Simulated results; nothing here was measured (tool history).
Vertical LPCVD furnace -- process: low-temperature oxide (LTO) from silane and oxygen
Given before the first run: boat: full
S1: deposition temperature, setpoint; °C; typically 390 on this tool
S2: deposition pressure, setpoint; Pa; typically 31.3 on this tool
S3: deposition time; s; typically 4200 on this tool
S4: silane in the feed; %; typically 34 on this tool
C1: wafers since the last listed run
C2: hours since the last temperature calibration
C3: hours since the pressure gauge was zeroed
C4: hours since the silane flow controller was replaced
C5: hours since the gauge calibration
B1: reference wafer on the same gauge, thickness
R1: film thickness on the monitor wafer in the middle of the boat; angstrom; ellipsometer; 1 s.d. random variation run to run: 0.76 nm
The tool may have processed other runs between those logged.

run	hour	S1	S2	S3	S4	C1	C2	C3	C4	C5	B1	R1
1	0.0	390	31.3	4200	34	0	3421.5	3972.2	5348.3	291.4	558.67	5604.7
2	16.2	390	27.3	4200	34	248	3437.7	3988.4	5364.5	307.6	559.31	4899.7
3	39.8	390	27.3	4200	34	361	3461.3	4012.0	5388.1	331.2	559.07	4901.4
4	74.5	398	31.3	4200	34	531	3496.0	4046.7	5422.8	365.9	559.06	6127.8
5	95.9	398	31.3	4200	34	327	3517.4	4068.1	5444.2	387.3	558.96	6152.2
6	129.0	398	31.3	4200	34	507	3550.5	4101.2	5477.3	420.4	559.23	6147.5
7	145.6	390	31.3	4200	34	254	3567.1	4117.8	5493.9	437.0	559.22	5605.0
8	172.3	390	31.3	4200	34	409	3593.8	4144.5	5520.6	463.7	558.96	5604.5
9	184.4	394	31.3	4200	34	185	3605.9	4156.6	5532.7	475.8	559.15	5881.6
10	214.4	390	31.3	4200	39	459	3635.9	4186.6	5562.7	505.8	559.04	6713.7
11	238.2	390	31.3	4200	39	364	3659.7	4210.4	5586.5	529.6	558.96	6726.8
# hour 265.2: pressure gauge zeroed
# hour 283.9: thermocouples replaced and temperature profile calibrated
12	284.4	390	31.3	4200	34	53	0.5	19.2	5632.7	575.8	559.17	5103.2
13	308.3	390	31.3	4200	34	366	24.4	43.1	5656.6	599.7	559.18	5109.1
14	321.8	390	27.3	4200	34	206	37.9	56.6	5670.1	613.2	559.16	4471.8
15	343.7	390	24.7	4200	28	335	59.8	78.5	5692.0	635.1	558.61	3025.5
16	376.7	386	31.3	3360	34	505	92.8	111.5	5725.0	668.1	558.70	3904.4
17	390.5	390	31.3	4200	34	211	106.6	125.3	5738.8	681.9	558.99	5109.5
# hour 426.8: silane flow controller replaced
18	427.3	393	31.3	4200	40	196	143.4	162.1	0.5	718.7	559.12	6564.4
19	432.0	401	28.7	5520	31	72	148.1	166.8	5.2	723.4	559.29	6163.2
20	455.4	390	24.0	4200	34	358	171.5	190.2	28.6	746.8	558.86	3921.1
21	472.9	381	38.7	5490	40	268	189.0	207.7	46.1	764.3	558.84	9201.5
# hour 478.8: gauge calibrated
22	507.9	393	31.3	4200	34	536	224.0	242.7	81.1	29.1	558.57	5301.1
23	524.6	390	38.7	4200	34	255	240.7	259.4	97.8	45.8	559.08	6312.3

Run 24, settings as shown, results not yet in. Your forecast:
24	549.7	400	24.0	4200	39	384	265.8	284.5	122.9	70.9	?	?

{"run 24": {"B1": 559.05, "R1": 5297.7}}
With the hidden condition absent and the run-to-run variation left alone, this run would have shown R1 5253.8 angstrom.

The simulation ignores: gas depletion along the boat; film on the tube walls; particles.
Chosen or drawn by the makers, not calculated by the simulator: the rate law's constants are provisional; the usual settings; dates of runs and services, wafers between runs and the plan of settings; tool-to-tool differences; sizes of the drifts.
